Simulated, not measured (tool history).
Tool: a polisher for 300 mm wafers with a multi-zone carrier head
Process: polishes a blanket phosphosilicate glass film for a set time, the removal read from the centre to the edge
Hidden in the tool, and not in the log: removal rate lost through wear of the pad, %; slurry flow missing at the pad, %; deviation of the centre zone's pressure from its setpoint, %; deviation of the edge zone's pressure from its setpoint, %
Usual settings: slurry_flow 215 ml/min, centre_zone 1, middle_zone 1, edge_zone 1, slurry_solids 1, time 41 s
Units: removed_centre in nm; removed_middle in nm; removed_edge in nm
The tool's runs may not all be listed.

run    hour  slurry_flow  centre_zone  middle_zone  edge_zone  slurry_solids  time  wafers since the last listed run  wafers polished on this pad  hours since the slurry nozzle was cleaned  hours since the centre zone pressure was calibrated  hours since the edge zone pressure was calibrated  hours since the carrier head's membrane was replaced  incoming thickness of the incoming film, nm  removed_centre  removed_middle  removed_edge
  1       0          255            1            1          1              1    41                                 0                         3406                                        459                                                 61.4                                               30.6                                                1127.9                                       2298.3           432.3             424         416.3
       17.7  -- worn pad replaced by a new one
  2    47.6          255            1            1          1              1    41                               638                          438                                      506.6                                                  109                                               78.2                                                1175.5                                       2321.7           422.4           417.9         424.7
  3   101.5          255            1            1          1              1    41                               789                         1227                                      560.5                                                162.9                                              132.1                                                1229.4                                       2262.4           430.5           427.2         421.6
  4   159.8          215            1            1          1              1    41                               854                         2082                                      618.8                                                221.2                                              190.4                                                1287.7                                       2269.5           408.1           413.4         407.4
      248.3  -- carrier head's membrane replaced by a new one
      254.4  -- edge zone pressure recalibrated
  5     262          215            1            1          1              1    41                              1394                         3476                                        721                                                323.4                                                7.6                                                  13.7                                       2271.4           406.9           405.5         404.7
      282.2  -- worn pad replaced by a new one
  6   327.3          215            1            1          1              1    41                               898                          660                                      786.3                                                388.7                                               72.9                                                    79                                       2287.2           399.6           414.9           413
      335.6  -- slurry nozzle cleaned
  7   352.8          215            1            1          1              1    41                               358                         1019                                       17.2                                                414.2                                               98.4                                                 104.5                                       2315.5           374.9           387.2         387.7
  8   404.3          215            1            1       0.96              1    41                               754                         1773                                       68.7                                                465.7                                              149.9                                                   156                                       2314.3           367.5           381.3         380.4
  9   472.7          215            1            1       1.12              1    41                              1002                         2776                                      137.1                                                534.1                                              218.3                                                 224.4                                       2306.8           365.1             370         403.4
      568.2  -- edge zone pressure recalibrated
 10   579.5          215            1            1          1              1    41                              1535                         4311                                      243.9                                                640.9                                               11.3                                                 331.2                                       2326.8             352           359.3         378.8
        592  -- worn pad replaced by a new one
      630.7  -- slurry nozzle cleaned, repeated, since the last time left the tool worse
 11   648.9          215         0.97            1          1              1    49                               943                          818                                       18.2                                                710.3                                               80.7                                                 400.6                                         2304           490.1             506         501.2
 12   677.5          215            1         1.07       1.09              1    48                               419                         1237                                       46.8                                                738.9                                              109.3                                                 429.2                                       2300.8           503.4           520.1         509.8
 13   722.3          215            1         1.03          1              1    34                               656                         1894                                       91.6                                                783.7                                              154.1                                                   474                                       2316.9           344.7           353.8         351.2
      782.6  -- centre zone pressure recalibrated
      833.7  -- worn pad replaced by a new one
      873.1  -- edge zone pressure recalibrated
 14   904.4          215            1            1        1.1              1    41                              2550                         1006                                      273.7                                                121.8                                               31.3                                                 656.1                                       2309.4           414.6           406.1         429.4
 15   938.2          215            1            1          1              1    41                               495                         1501                                      307.5                                                155.6                                               65.1                                                 689.9                                       2320.5             414           409.9         411.9
 16   979.5          265            1            1       1.11            1.3    52                               605                         2106                                      348.8                                                196.9                                              106.4                                                 731.2                                       2285.8           609.3           618.9         635.8
 17  1006.3          180          0.9            1       1.05           1.15    41                               392                         2499                                      375.6                                                223.7                                              133.2                                                   758                                       2296.4           381.5           424.8         431.8
 18  1056.8          215         0.94         1.06       1.04              1    37                               739                         3239                                      426.1                                                274.2                                              183.7                                                 808.5                                       2323.4           338.4           390.1         381.1
     1094.3  -- worn pad replaced by a new one
 19  1125.2          265            1            1       1.11            1.3    52                               943                          452                                      494.5                                                342.6                                              252.1                                                 876.9                                       2322.9           592.7           595.3         628.1
 20  1169.8          215            1          1.1          1            1.2    30                               653                         1106                                      539.1                                                387.2                                              296.7                                                 921.5                                       2297.6           329.7           352.8         329.2

Forecast each of these 5 alternatives for the next run:
  A  1170.2          215            1            1          1              1    41                                 0                         1106                                      539.5                                                387.6                                              297.1                                                 921.9                                       2254.6               ?               ?             ?
  B  1170.2          215            1         0.91          1              1    41                                 0                         1106                                      539.5                                                387.6                                              297.1                                                 921.9                                       2254.6               ?               ?             ?
  C  1170.2          190            1            1          1            1.3    41                                 0                         1106                                      539.5                                                387.6                                              297.1                                                 921.9                                       2254.6               ?               ?             ?
  D  1170.2          285            1         1.07          1            1.1    41                                 0                         1106                                      539.5                                                387.6                                              297.1                                                 921.9                                       2254.6               ?               ?             ?
  E  1170.2          215            1            1       1.11              1    41                                 0                         1106                                      539.5                                                387.6                                              297.1                                                 921.9                                       2254.6               ?               ?             ?

run  removed_centre  removed_middle  removed_edge
  A           411.1           412.2         406.2
  B           410.8           385.5         406.7
  C             449           451.6         448.2
  D           452.7           474.1         439.3
  E           411.1           412.1         427.8
Without the tool's hidden state the same runs would have given:
run  removed_centre  removed_middle  removed_edge
  A           429.4           428.6         418.2
  B           429.1           400.9         418.6
  C             472           472.2         463.1
  D           467.5             488           449
  E           429.4           428.5         440.4

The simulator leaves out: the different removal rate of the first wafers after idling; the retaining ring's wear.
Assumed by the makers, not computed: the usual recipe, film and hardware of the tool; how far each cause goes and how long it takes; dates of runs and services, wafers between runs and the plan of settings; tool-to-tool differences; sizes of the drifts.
